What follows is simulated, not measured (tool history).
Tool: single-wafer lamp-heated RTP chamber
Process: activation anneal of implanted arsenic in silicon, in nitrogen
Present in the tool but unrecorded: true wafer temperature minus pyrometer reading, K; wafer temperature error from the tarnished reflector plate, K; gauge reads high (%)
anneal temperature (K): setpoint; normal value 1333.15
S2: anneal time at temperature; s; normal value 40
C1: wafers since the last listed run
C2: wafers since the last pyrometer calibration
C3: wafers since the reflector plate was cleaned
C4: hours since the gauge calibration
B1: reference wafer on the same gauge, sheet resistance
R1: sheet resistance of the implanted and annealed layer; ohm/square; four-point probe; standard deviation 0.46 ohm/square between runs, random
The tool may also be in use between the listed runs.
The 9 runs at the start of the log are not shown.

run 10 day=15.538 | anneal_temperature_(K)=1333.15 S2=40 | C1=391 C2=965 C3=9872 C4=816.3 | B1=164.83 | R1=150.21
run 11 day=17.9 | anneal_temperature_(K)=1333.15 S2=40 | C1=635 C2=1600 C3=10507 C4=873 | B1=164.83 | R1=150.38
-- day=18.896 gauge calibrated
run 12 day=20.808 | anneal_temperature_(K)=1333.15 S2=40 | C1=782 C2=2382 C3=11289 C4=45.9 | B1=164.89 | R1=151.28
run 13 day=21.975 | anneal_temperature_(K)=1333.15 S2=40 | C1=313 C2=2696 C3=11603 C4=73.9 | B1=165.09 | R1=150.92
run 14 day=24.85 | anneal_temperature_(K)=1333.15 S2=40 | C1=773 C2=3470 C3=12377 C4=142.9 | B1=165.12 | R1=151.41
-- day=26.125 reflector plate cleaned
run 15 day=26.45 | anneal_temperature_(K)=1333.15 S2=40 | C1=340 C2=3810 C3=87 C4=181.3 | B1=165.06 | R1=152.6
run 16 day=27.958 | anneal_temperature_(K)=1333.15 S2=40 | C1=405 C2=4216 C3=493 C4=217.5 | B1=165 | R1=152.51
run 17 day=30.65 | anneal_temperature_(K)=1333.15 S2=40 | C1=724 C2=4940 C3=1217 C4=282.1 | B1=164.95 | R1=152.3
run 18 day=32.196 | anneal_temperature_(K)=1305.15 S2=31 | C1=415 C2=5356 C3=1633 C4=319.2 | B1=164.86 | R1=159.56
run 19 day=33.35 | anneal_temperature_(K)=1359.15 S2=30 | C1=310 C2=5666 C3=1943 C4=346.9 | B1=164.92 | R1=149.76
run 20 day=36.196 | anneal_temperature_(K)=1311.15 S2=18 | C1=765 C2=6432 C3=2709 C4=415.2 | B1=164.98 | R1=161.72
run 21 day=38.433 | anneal_temperature_(K)=1343.15 S2=50 | C1=601 C2=7034 C3=3311 C4=468.9 | B1=165.01 | R1=147.89
run 22 day=40.283 | anneal_temperature_(K)=1359.15 S2=19 | C1=497 C2=7531 C3=3808 C4=513.3 | B1=164.98 | R1=154.02
run 23 day=42.546 | anneal_temperature_(K)=1333.15 S2=40 | C1=608 C2=8140 C3=4417 C4=567.6 | B1=165.04 | R1=151.73
-- day=43.6 pyrometer window cleaned and pyrometer calibrated
run 24 day=45.283 | anneal_temperature_(K)=1351.15 S2=51 | C1=646 C2=453 C3=5064 C4=633.3 | B1=165 | R1=146.62
run 25 day=47.421 | anneal_temperature_(K)=1333.15 S2=40 | C1=574 C2=1028 C3=5639 C4=684.6 | B1=164.98 | R1=151.62

Predict the results of run 26:
run 26 day=49.25 | anneal_temperature_(K)=1333.15 S2=40 | C1=492 C2=1520 C3=6131 C4=728.5 | B1=? | R1=?

{"run 26": {"B1": 165.09, "R1": 151.05}}
With no hidden state in the tool, this same run would have given R1 152.47 ohm/square.

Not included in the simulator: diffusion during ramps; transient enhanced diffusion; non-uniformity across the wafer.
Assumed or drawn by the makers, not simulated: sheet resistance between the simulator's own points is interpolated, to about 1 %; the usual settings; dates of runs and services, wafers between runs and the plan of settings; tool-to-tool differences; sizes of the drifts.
